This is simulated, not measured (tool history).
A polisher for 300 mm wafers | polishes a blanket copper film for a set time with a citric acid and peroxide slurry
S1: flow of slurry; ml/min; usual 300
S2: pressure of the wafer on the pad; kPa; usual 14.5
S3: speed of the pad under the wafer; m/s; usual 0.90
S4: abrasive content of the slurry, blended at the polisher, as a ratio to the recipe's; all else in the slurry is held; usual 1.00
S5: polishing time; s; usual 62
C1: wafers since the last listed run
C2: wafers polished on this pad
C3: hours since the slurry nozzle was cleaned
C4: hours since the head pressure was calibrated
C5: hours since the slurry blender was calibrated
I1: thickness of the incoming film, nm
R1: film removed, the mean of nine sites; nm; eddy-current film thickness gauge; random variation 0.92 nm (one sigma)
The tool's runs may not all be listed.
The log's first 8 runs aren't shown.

Run 9, hour 554.7: usual settings but S4 0.85; C1 668; C2 1545; C3 162.1; C4 651.8; C5 152.5; I1 1187.6. Result: R1 82.1 nm.
Run 10, hour 648.8: usual settings but S4 0.85; C1 653; C2 2199; C3 256.2; C4 745.9; C5 246.6; I1 1178.7. Result: R1 82.0 nm.
Run 11, hour 736.9: usual settings but S1 360 ml/min, S2 11.0 kPa; C1 612; C2 2811; C3 344.3; C4 834.0; C5 334.7; I1 1159.2. Result: R1 67.9 nm.
At hour 761.8: head pressure recalibrated.
Run 12, hour 817.1: usual settings but S5 45 s; C1 543; C2 3354; C3 424.5; C4 55.3; C5 414.9; I1 1168.1. Result: R1 57.6 nm.
At hour 825.5: slurry nozzle cleaned.
At hour 839.5: slurry blender recalibrated.
At hour 853.9: worn pad replaced by a new one.
Run 13, hour 914.6: usual settings; C1 628; C2 421; C3 89.1; C4 152.8; C5 75.1; I1 1179.5. Result: R1 82.5 nm.
Run 14, hour 1017.8: usual settings; C1 717; C2 1138; C3 192.3; C4 256.0; C5 178.3; I1 1185.8. Result: R1 81.4 nm.
Run 15, hour 1099.2: usual settings but S3 1.02 m/s, S4 0.80, S5 76 s; C1 565; C2 1704; C3 273.7; C4 337.4; C5 259.7; I1 1186.6. Result: R1 109.7 nm.
Run 16, hour 1151.9: usual settings; C1 366; C2 2070; C3 326.4; C4 390.1; C5 312.4; I1 1178.3. Result: R1 83.4 nm.
Run 17, hour 1194.7: usual settings; C1 297; C2 2367; C3 369.2; C4 432.9; C5 355.2; I1 1204.6. Result: R1 83.0 nm.
At hour 1270.9: slurry blender recalibrated.
Run 18, hour 1291.0: usual settings but S1 400 ml/min, S4 1.15, S5 72 s; C1 655; C2 3023; C3 465.5; C4 529.2; C5 20.1; I1 1181.0. Result: R1 101.9 nm.
At hour 1342.5: worn pad replaced by a new one, of another model than before.
Run 19, hour 1390.8: usual settings; C1 665; C2 335; C3 565.3; C4 629.0; C5 119.9; I1 1168.4. Result: R1 83.8 nm.
At hour 1403.3: slurry nozzle cleaned.
Run 20, hour 1481.5: usual settings but S1 240 ml/min, S2 17.9 kPa, S3 0.78 m/s; C1 623; C2 958; C3 78.2; C4 719.7; C5 210.6; I1 1180.2. Result: R1 84.4 nm.
Run 21, hour 1538.2: usual settings but S3 1.02 m/s; C1 393; C2 1352; C3 134.9; C4 776.4; C5 267.3; I1 1184.0. Result: R1 92.2 nm.
Run 22, hour 1593.3: usual settings; C1 382; C2 1735; C3 190.0; C4 831.5; C5 322.4; I1 1164.8. Result: R1 83.6 nm.
At hour 1605.9: head pressure recalibrated.
Run 23, hour 1660.8: usual settings but S2 11.7 kPa, S5 76 s; C1 455; C2 2190; C3 257.5; C4 54.9; C5 389.9; I1 1181.3. Result: R1 88.8 nm.
At hour 1733.4: slurry blender recalibrated.
Run 24, hour 1735.4: usual settings; C1 504; C2 2695; C3 332.1; C4 129.5; C5 2.0; I1 1176.8. Result: R1 81.1 nm.
Run 25, hour 1776.6: usual settings but S1 255 ml/min, S2 12.4 kPa; C1 286; C2 2981; C3 373.3; C4 170.7; C5 43.2; I1 1167.4. Result: R1 72.2 nm.
Run 26, hour 1862.5: usual settings; C1 596; C2 3578; C3 459.2; C4 256.6; C5 129.1; I1 1161.6. Result: R1 83.5 nm.
At hour 1876.3: worn pad replaced by a new one.
At hour 1936.6: slurry nozzle cleaned.
Run 27, hour 1985.5: usual settings but S1 385 ml/min, S2 16.5 kPa; C1 819; C2 751; C3 48.9; C4 379.6; C5 252.1; I1 1181.7. Result: R1 92.8 nm.
Run 28, hour 2089.4: usual settings but S1 355 ml/min; C1 721; C2 1473; C3 152.8; C4 483.5; C5 356.0; I1 1170.3. Result: R1 86.2 nm.
Run 29, hour 2149.1: usual settings but S2 17.9 kPa, S4 0.90, S5 80 s; C1 414; C2 1888; C3 212.5; C4 543.2; C5 415.7; I1 1186.5. Result: R1 122.3 nm.
Run 30, hour 2283.4: usual settings but S4 0.90, S5 75 s; C1 933; C2 2821; C3 346.8; C4 677.5; C5 550.0; I1 1198.5. Result: R1 100.3 nm.
At hour 2290.3: slurry blender recalibrated.
Run 31, hour 2378.5: usual settings but S4 1.25; C1 646; C2 3468; C3 441.9; C4 772.6; C5 88.2; I1 1177.1. Result: R1 90.8 nm.

3 ways to go on from here, each from the tool as it stands after run 31. What would each give?
Run A, hour 2378.9: usual settings but S5 69 s; C1 2; C2 3471; C3 442.3; C4 773.0; C5 88.6; I1 1183.6. Result: R1 ?.
Run B, hour 2378.9: usual settings but S2 12.4 kPa; C1 2; C2 3471; C3 442.3; C4 773.0; C5 88.6; I1 1183.6. Result: R1 ?.
Run C, hour 2378.9: usual settings but S2 12.4 kPa, S3 1.06 m/s, S5 81 s; C1 2; C2 3471; C3 442.3; C4 773.0; C5 88.6; I1 1183.6. Result: R1 ?.

run     R1
  A   95.3
  B   78.1
  C  115.0
Without the tool's hidden state the same runs would have given:
run     R1
  A   90.2
  B   73.9
  C  108.8

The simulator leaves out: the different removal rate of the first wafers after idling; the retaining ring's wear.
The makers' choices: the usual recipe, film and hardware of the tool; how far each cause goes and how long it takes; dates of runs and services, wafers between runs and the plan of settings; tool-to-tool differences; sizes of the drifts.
